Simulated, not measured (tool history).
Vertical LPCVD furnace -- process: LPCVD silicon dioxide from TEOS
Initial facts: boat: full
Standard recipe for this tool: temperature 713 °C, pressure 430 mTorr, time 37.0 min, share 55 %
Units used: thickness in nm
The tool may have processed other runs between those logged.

run,hour,temperature,pressure,time,share,wafers since the last listed run,hours since the last temperature calibration,hours since the pressure gauge was zeroed,hours since the TEOS flow controller was replaced,hours since the gauge calibration,"read-back reference wafer on the same gauge, thickness",thickness
1,0.0,713,430,31.5,55,0,4017.2,3617.2,3481.9,1580.0,417.13,336.46
2,60.5,713,430,31.5,55,1424,4077.7,3677.7,3542.4,1640.5,416.80,336.22
3,103.2,713,430,37.0,55,1005,4120.4,3720.4,3585.1,1683.2,417.05,394.75
4,183.4,713,430,37.0,55,1888,4200.6,3800.6,3665.3,1763.4,416.76,395.38
5,334.6,713,430,37.0,55,3560,4351.8,3951.8,3816.5,1914.6,417.16,396.08
6,382.7,713,430,37.0,55,1132,4399.9,3999.9,3864.6,1962.7,416.77,396.04
7,427.4,713,430,37.0,55,1052,4444.6,4044.6,3909.3,2007.4,417.22,395.56
8,499.5,713,430,37.0,55,1697,4516.7,4116.7,3981.4,2079.5,417.09,396.32
# hour 618.7: thermocouples replaced and temperature profile calibrated
9,619.2,713,430,37.0,55,2253,0.5,4236.4,4101.1,2199.2,416.81,381.93
10,690.0,713,430,37.0,55,1667,71.3,4307.2,4171.9,2270.0,417.20,379.95
11,727.2,713,430,37.0,55,876,108.5,4344.4,4209.1,2307.2,417.08,380.01
12,776.9,713,430,37.0,55,1170,158.2,4394.1,4258.8,2356.9,416.64,380.11
13,822.9,713,430,29.5,55,1083,204.2,4440.1,4304.8,2402.9,417.04,303.69
# hour 907.3: gauge calibrated
14,909.4,713,430,37.0,48,2037,290.7,4526.6,4391.3,2.1,416.71,356.79
15,949.5,702,430,37.0,55,944,330.8,4566.7,4431.4,42.2,416.58,295.05
16,1000.6,720,430,51.5,55,1203,381.9,4617.8,4482.5,93.3,416.89,619.38
# hour 1066.6: TEOS flow controller replaced
17,1104.0,713,430,37.0,55,1869,485.3,4721.2,37.4,196.7,416.86,380.00
18,1251.6,713,430,37.0,55,3476,632.9,4868.8,185.0,344.3,417.09,379.96
# hour 1349.4: pressure gauge zeroed
19,1349.9,713,470,37.0,62,1749,731.2,0.5,283.3,442.6,416.96,433.55
20,1446.1,703,385,42.5,55,2265,827.4,96.7,379.5,538.8,416.70,336.41
21,1537.4,713,430,31.5,55,2150,918.7,188.0,470.8,630.1,417.27,331.99
22,1605.8,724,395,23.5,55,1610,987.1,256.4,539.2,698.5,416.84,301.80
23,1709.1,702,430,32.0,47,2432,1090.4,359.7,642.5,801.8,417.32,240.29
24,1930.4,725,535,51.5,55,5211,1311.7,581.0,863.8,1023.1,416.88,790.32
25,1994.3,713,430,37.0,55,1504,1375.6,644.9,927.7,1087.0,417.10,387.31
26,2034.2,713,430,37.0,55,939,1415.5,684.8,967.6,1126.9,416.78,387.72
27,2095.3,713,430,37.0,45,1438,1476.6,745.9,1028.7,1188.0,417.07,350.66
28,2153.1,713,430,37.0,58,1361,1534.4,803.7,1086.5,1245.8,416.82,397.74
29,2250.9,713,430,51.5,55,2303,1632.2,901.5,1184.3,1343.6,416.73,541.20
30,2330.8,713,430,37.0,51,1881,1712.1,981.4,1264.2,1423.5,417.02,373.80

Results per run with the tool's hidden condition removed, run-to-run variation unchanged:
The tool's hidden condition here consists of: true tube temperature minus thermocouple reading, K; true pressure minus gauge reading, mTorr; deviation of the TEOS flow from its setpoint, %; gauge reads high (%).
run,thickness
1,331.55
2,331.11
3,388.57
4,388.86
5,388.89
6,388.64
7,387.97
8,388.38
9,389.89
10,388.01
11,388.14
12,388.33
13,310.33
14,364.72
15,301.66
16,633.38
17,388.73
18,388.87
19,434.52
20,337.51
21,332.96
22,302.87
23,241.04
24,791.89
25,388.57
26,388.98
27,351.78
28,399.00
29,542.86
30,374.91
